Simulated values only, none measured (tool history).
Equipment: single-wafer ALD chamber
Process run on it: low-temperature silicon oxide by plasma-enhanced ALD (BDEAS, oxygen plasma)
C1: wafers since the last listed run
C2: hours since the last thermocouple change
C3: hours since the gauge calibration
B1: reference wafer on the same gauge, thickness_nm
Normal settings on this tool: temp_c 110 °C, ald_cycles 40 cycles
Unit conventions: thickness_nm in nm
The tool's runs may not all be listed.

run 1 hour=0.0 | temp_c=110 ald_cycles=40 | C1=0 C2=2434.6 C3=134.7 | B1=5.650 | thickness_nm=5.560
run 2 hour=13.2 | temp_c=110 ald_cycles=40 | C1=81 C2=2447.8 C3=147.9 | B1=5.651 | thickness_nm=5.593
run 3 hour=28.4 | temp_c=110 ald_cycles=40 | C1=93 C2=2463.0 C3=163.1 | B1=5.648 | thickness_nm=5.594
run 4 hour=35.9 | temp_c=110 ald_cycles=40 | C1=46 C2=2470.5 C3=170.6 | B1=5.647 | thickness_nm=5.584
run 5 hour=50.4 | temp_c=110 ald_cycles=40 | C1=88 C2=2485.0 C3=185.1 | B1=5.650 | thickness_nm=5.574
run 6 hour=65.5 | temp_c=110 ald_cycles=40 | C1=92 C2=2500.1 C3=200.2 | B1=5.651 | thickness_nm=5.588
run 7 hour=110.6 | temp_c=110 ald_cycles=40 | C1=276 C2=2545.2 C3=245.3 | B1=5.651 | thickness_nm=5.590
-- hour=123.3 thermocouple changed; heater temperature recalibrated
run 8 hour=123.8 | temp_c=110 ald_cycles=34 | C1=31 C2=0.5 C3=258.5 | B1=5.649 | thickness_nm=4.747
run 9 hour=129.6 | temp_c=110 ald_cycles=34 | C1=35 C2=6.3 C3=264.3 | B1=5.653 | thickness_nm=4.751
-- hour=131.6 gauge calibrated
run 10 hour=147.2 | temp_c=110 ald_cycles=34 | C1=108 C2=23.9 C3=15.6 | B1=5.652 | thickness_nm=4.744
run 11 hour=157.3 | temp_c=114 ald_cycles=40 | C1=61 C2=34.0 C3=25.7 | B1=5.656 | thickness_nm=5.550
run 12 hour=163.3 | temp_c=114 ald_cycles=40 | C1=36 C2=40.0 C3=31.7 | B1=5.648 | thickness_nm=5.549
run 13 hour=171.1 | temp_c=110 ald_cycles=40 | C1=47 C2=47.8 C3=39.5 | B1=5.645 | thickness_nm=5.580
run 14 hour=182.6 | temp_c=110 ald_cycles=34 | C1=70 C2=59.3 C3=51.0 | B1=5.644 | thickness_nm=4.748
run 15 hour=198.6 | temp_c=105 ald_cycles=47 | C1=98 C2=75.3 C3=67.0 | B1=5.648 | thickness_nm=6.613
run 16 hour=215.6 | temp_c=103 ald_cycles=42 | C1=104 C2=92.3 C3=84.0 | B1=5.655 | thickness_nm=5.930
run 17 hour=222.2 | temp_c=102 ald_cycles=40 | C1=40 C2=98.9 C3=90.6 | B1=5.657 | thickness_nm=5.637
run 18 hour=234.1 | temp_c=110 ald_cycles=40 | C1=73 C2=110.8 C3=102.5 | B1=5.652 | thickness_nm=5.585
run 19 hour=241.5 | temp_c=120 ald_cycles=38 | C1=45 C2=118.2 C3=109.9 | B1=5.647 | thickness_nm=5.226
run 20 hour=248.5 | temp_c=110 ald_cycles=40 | C1=42 C2=125.2 C3=116.9 | B1=5.648 | thickness_nm=5.600
run 21 hour=262.2 | temp_c=106 ald_cycles=33 | C1=84 C2=138.9 C3=130.6 | B1=5.652 | thickness_nm=4.642
run 22 hour=271.7 | temp_c=125 ald_cycles=37 | C1=58 C2=148.4 C3=140.1 | B1=5.647 | thickness_nm=5.052
run 23 hour=288.0 | temp_c=125 ald_cycles=45 | C1=100 C2=164.7 C3=156.4 | B1=5.650 | thickness_nm=6.149
run 24 hour=294.3 | temp_c=123 ald_cycles=34 | C1=38 C2=171.0 C3=162.7 | B1=5.651 | thickness_nm=4.648
run 25 hour=301.7 | temp_c=124 ald_cycles=36 | C1=45 C2=178.4 C3=170.1 | B1=5.648 | thickness_nm=4.939

Take each entry between the runs: how does the hidden state at the last listed run before it differ from the hidden state at the first listed run after it?
Logged between run 7 and run 8: thermocouple changed; heater temperature recalibrated (hour 123.3)
  nothing in the hidden state changes from one run to the other
Logged between run 9 and run 10: gauge calibrated (hour 131.6)
  nothing in the hidden state changes from one run to the other

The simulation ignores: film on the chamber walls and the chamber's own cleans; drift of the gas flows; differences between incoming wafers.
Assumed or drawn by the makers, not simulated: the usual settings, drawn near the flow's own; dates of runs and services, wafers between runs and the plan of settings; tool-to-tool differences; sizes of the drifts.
